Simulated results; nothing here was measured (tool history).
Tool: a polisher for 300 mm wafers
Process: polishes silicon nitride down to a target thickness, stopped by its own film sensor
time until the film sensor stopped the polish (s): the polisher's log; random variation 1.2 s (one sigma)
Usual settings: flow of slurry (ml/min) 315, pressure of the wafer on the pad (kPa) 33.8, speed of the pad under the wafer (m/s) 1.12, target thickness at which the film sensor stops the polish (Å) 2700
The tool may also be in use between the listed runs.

run	hour	flow of slurry (ml/min)	pressure of the wafer on the pad (kPa)	speed of the pad under the wafer (m/s)	target thickness at which the film sensor stops the polish (Å)	wafers since the last listed run	wafers polished on this pad	hours since the slurry nozzle was cleaned	hours since the head pressure was calibrated	incoming thickness of the incoming film, nm	time until the film sensor stopped the polish (s)
1	0.0	315	33.8	1.12	2700	0	846	82.4	723.0	438.7	78.0
# hour 27.6: worn pad replaced by a new one
2	28.1	315	33.8	1.12	2700	155	3	110.5	751.1	441.3	79.1
3	45.8	315	33.8	1.12	2700	114	117	128.2	768.8	433.8	76.0
4	75.9	315	33.8	1.12	2700	194	311	158.3	798.9	442.4	81.3
5	107.3	315	33.8	1.12	2700	202	514	189.7	830.3	436.4	77.3
6	131.3	315	33.8	1.12	2700	154	669	213.7	854.3	442.0	79.2
7	158.8	315	33.8	1.12	2700	177	847	241.2	881.8	446.1	81.9
8	181.0	315	30.3	1.12	2700	143	990	263.4	904.0	447.9	95.0
# hour 193.7: worn pad replaced by a new one
9	198.3	315	29.0	1.12	2700	85	29	280.7	921.3	437.1	89.2
10	224.7	315	33.8	1.12	2700	170	200	307.1	947.7	445.1	83.0
11	250.9	315	40.7	1.50	2430	169	369	333.3	973.9	440.9	60.8
# hour 269.8: slurry nozzle cleaned
12	271.9	315	33.8	1.12	2270	129	498	2.1	994.9	437.9	97.2
# hour 350.1: worn pad replaced by a new one
13	372.6	315	33.8	1.12	2700	624	145	102.8	1095.6	439.6	77.8
14	407.9	225	40.0	1.32	2700	227	373	138.1	1130.9	443.8	61.4
15	421.5	240	23.4	1.46	2150	87	461	151.7	1144.5	438.4	125.0

The next listed run, before its measurement:
# hour 437.4: head pressure recalibrated
16	442.9	315	33.8	1.12	2700	125	586	173.1	5.5	446.5	?

Run 16 gave time until the film sensor stopped the polish (s) 83.6.
Without the tool's hidden state the same run would have given time until the film sensor stopped the polish (s) 83.6.

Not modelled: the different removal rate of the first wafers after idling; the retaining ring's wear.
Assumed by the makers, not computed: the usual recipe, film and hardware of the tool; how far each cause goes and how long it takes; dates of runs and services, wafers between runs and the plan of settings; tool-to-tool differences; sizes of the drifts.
